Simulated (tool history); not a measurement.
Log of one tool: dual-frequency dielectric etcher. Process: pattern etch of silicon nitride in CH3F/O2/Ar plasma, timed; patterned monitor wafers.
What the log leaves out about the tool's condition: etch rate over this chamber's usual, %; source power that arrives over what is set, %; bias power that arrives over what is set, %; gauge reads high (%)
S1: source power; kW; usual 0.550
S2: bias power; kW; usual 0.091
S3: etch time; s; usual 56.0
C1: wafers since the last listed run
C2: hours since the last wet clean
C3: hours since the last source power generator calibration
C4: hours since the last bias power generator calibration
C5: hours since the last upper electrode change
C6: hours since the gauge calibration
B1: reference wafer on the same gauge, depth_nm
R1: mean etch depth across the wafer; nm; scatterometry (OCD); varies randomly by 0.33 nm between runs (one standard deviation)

| run | hour | S1 | S2 | S3 | C1 | C2 | C3 | C4 | C5 | C6 | B1 | R1 |
|---|---|---|---|---|---|---|---|---|---|---|---|---|
| 1 | 0.0 | 0.550 | 0.091 | 61.0 | 0 | 259.9 | 4085.9 | 4407.5 | 4635.4 | 60.3 | 46.38 | 59.51 |
| 2 | 9.1 | 0.550 | 0.091 | 61.0 | 125 | 269.0 | 4095.0 | 4416.6 | 4644.5 | 69.4 | 46.36 | 59.78 |
| 3 | 25.7 | 0.550 | 0.091 | 61.0 | 228 | 285.6 | 4111.6 | 4433.2 | 4661.1 | 86.0 | 46.38 | 59.44 |
| 4 | 31.9 | 0.640 | 0.105 | 56.0 | 85 | 291.8 | 4117.8 | 4439.4 | 4667.3 | 92.2 | 46.36 | 63.41 |
| 5 | 39.2 | 0.640 | 0.105 | 56.0 | 100 | 299.1 | 4125.1 | 4446.7 | 4674.6 | 99.5 | 46.37 | 63.02 |
| 6 | 46.5 | 0.640 | 0.105 | 56.0 | 100 | 306.4 | 4132.4 | 4454.0 | 4681.9 | 106.8 | 46.29 | 63.60 |
| 7 | 61.6 | 0.550 | 0.091 | 56.0 | 208 | 321.5 | 4147.5 | 4469.1 | 4697.0 | 121.9 | 46.38 | 54.90 |
| 8 | 69.8 | 0.550 | 0.091 | 56.0 | 113 | 329.7 | 4155.7 | 4477.3 | 4705.2 | 130.1 | 46.53 | 55.18 |
| 9 | 85.4 | 0.550 | 0.091 | 56.0 | 215 | 345.3 | 4171.3 | 4492.9 | 4720.8 | 145.7 | 46.41 | 55.88 |
| 10 | 91.9 | 0.510 | 0.091 | 56.0 | 89 | 351.8 | 4177.8 | 4499.4 | 4727.3 | 152.2 | 46.36 | 52.49 |
| 11 | 99.2 | 0.550 | 0.091 | 56.0 | 100 | 359.1 | 4185.1 | 4506.7 | 4734.6 | 159.5 | 46.46 | 55.94 |
| 12 | 115.0 | 0.550 | 0.109 | 56.0 | 217 | 374.9 | 4200.9 | 4522.5 | 4750.4 | 175.3 | 46.42 | 60.60 |
|  | 139.8 | upper electrode replaced |
| 13 | 140.3 | 0.550 | 0.091 | 56.0 | 17 | 400.2 | 4226.2 | 4547.8 | 0.5 | 200.6 | 46.36 | 55.32 |
| 14 | 147.1 | 0.550 | 0.091 | 56.0 | 93 | 407.0 | 4233.0 | 4554.6 | 7.3 | 207.4 | 46.39 | 55.79 |
| 15 | 160.2 | 0.650 | 0.091 | 56.0 | 180 | 420.1 | 4246.1 | 4567.7 | 20.4 | 220.5 | 46.43 | 60.90 |
|  | 187.9 | bias power generator calibrated |
|  | 196.8 | wet clean of the chamber |
|  | 201.2 | source power generator calibrated |
| 16 | 201.7 | 0.550 | 0.091 | 56.0 | 338 | 4.9 | 0.5 | 13.8 | 61.9 | 262.0 | 46.39 | 52.94 |
| 17 | 202.0 | 0.670 | 0.091 | 50.5 | 4 | 5.2 | 0.8 | 14.1 | 62.2 | 262.3 | 46.38 | 53.09 |
| 18 | 202.4 | 0.610 | 0.069 | 56.0 | 5 | 5.6 | 1.2 | 14.5 | 62.6 | 262.7 | 46.36 | 50.21 |
| 19 | 207.5 | 0.610 | 0.069 | 56.0 | 70 | 10.7 | 6.3 | 19.6 | 67.7 | 267.8 | 46.51 | 50.18 |
| 20 | 220.5 | 0.550 | 0.091 | 56.0 | 179 | 23.7 | 19.3 | 32.6 | 80.7 | 280.8 | 46.45 | 53.04 |
| 21 | 235.5 | 0.550 | 0.091 | 62.0 | 206 | 38.7 | 34.3 | 47.6 | 95.7 | 295.8 | 46.50 | 59.30 |
| 22 | 270.8 | 0.650 | 0.075 | 56.0 | 486 | 74.0 | 69.6 | 82.9 | 131.0 | 331.1 | 46.40 | 53.95 |
|  | 272.0 | gauge calibrated |
| 23 | 285.7 | 0.490 | 0.091 | 70.5 | 205 | 88.9 | 84.5 | 97.8 | 145.9 | 13.7 | 46.36 | 63.22 |
| 24 | 294.5 | 0.500 | 0.091 | 56.0 | 121 | 97.7 | 93.3 | 106.6 | 154.7 | 22.5 | 46.37 | 50.83 |
| 25 | 309.3 | 0.550 | 0.091 | 41.0 | 204 | 112.5 | 108.1 | 121.4 | 169.5 | 37.3 | 46.40 | 39.17 |
| 26 | 321.8 | 0.550 | 0.102 | 73.0 | 172 | 125.0 | 120.6 | 133.9 | 182.0 | 49.8 | 46.41 | 74.71 |
| 27 | 334.5 | 0.550 | 0.098 | 56.0 | 175 | 137.7 | 133.3 | 146.6 | 194.7 | 62.5 | 46.36 | 56.16 |
| 28 | 347.6 | 0.550 | 0.091 | 56.0 | 180 | 150.8 | 146.4 | 159.7 | 207.8 | 75.6 | 46.41 | 54.49 |

Measured less the same run without the tool's hidden state. The same run-to-run variation is in both; the gauge's scatter may not be:
| run | R1 |
|---|---|
| 1 | +1.34 |
| 2 | +1.41 |
| 3 | +1.52 |
| 4 | +1.66 |
| 5 | +1.70 |
| 6 | +1.77 |
| 7 | +1.62 |
| 8 | +1.68 |
| 9 | +1.80 |
| 10 | +1.73 |
| 11 | +1.88 |
| 12 | +2.14 |
| 13 | +2.11 |
| 14 | +2.18 |
| 15 | +2.46 |
| 16 | -0.08 |
| 17 | -0.08 |
| 18 | -0.07 |
| 19 | -0.05 |
| 20 | +0.03 |
| 21 | +0.15 |
| 22 | +0.36 |
| 23 | +0.54 |
| 24 | +0.48 |
| 25 | +0.44 |
| 26 | +0.94 |
| 27 | +0.79 |
| 28 | +0.85 |
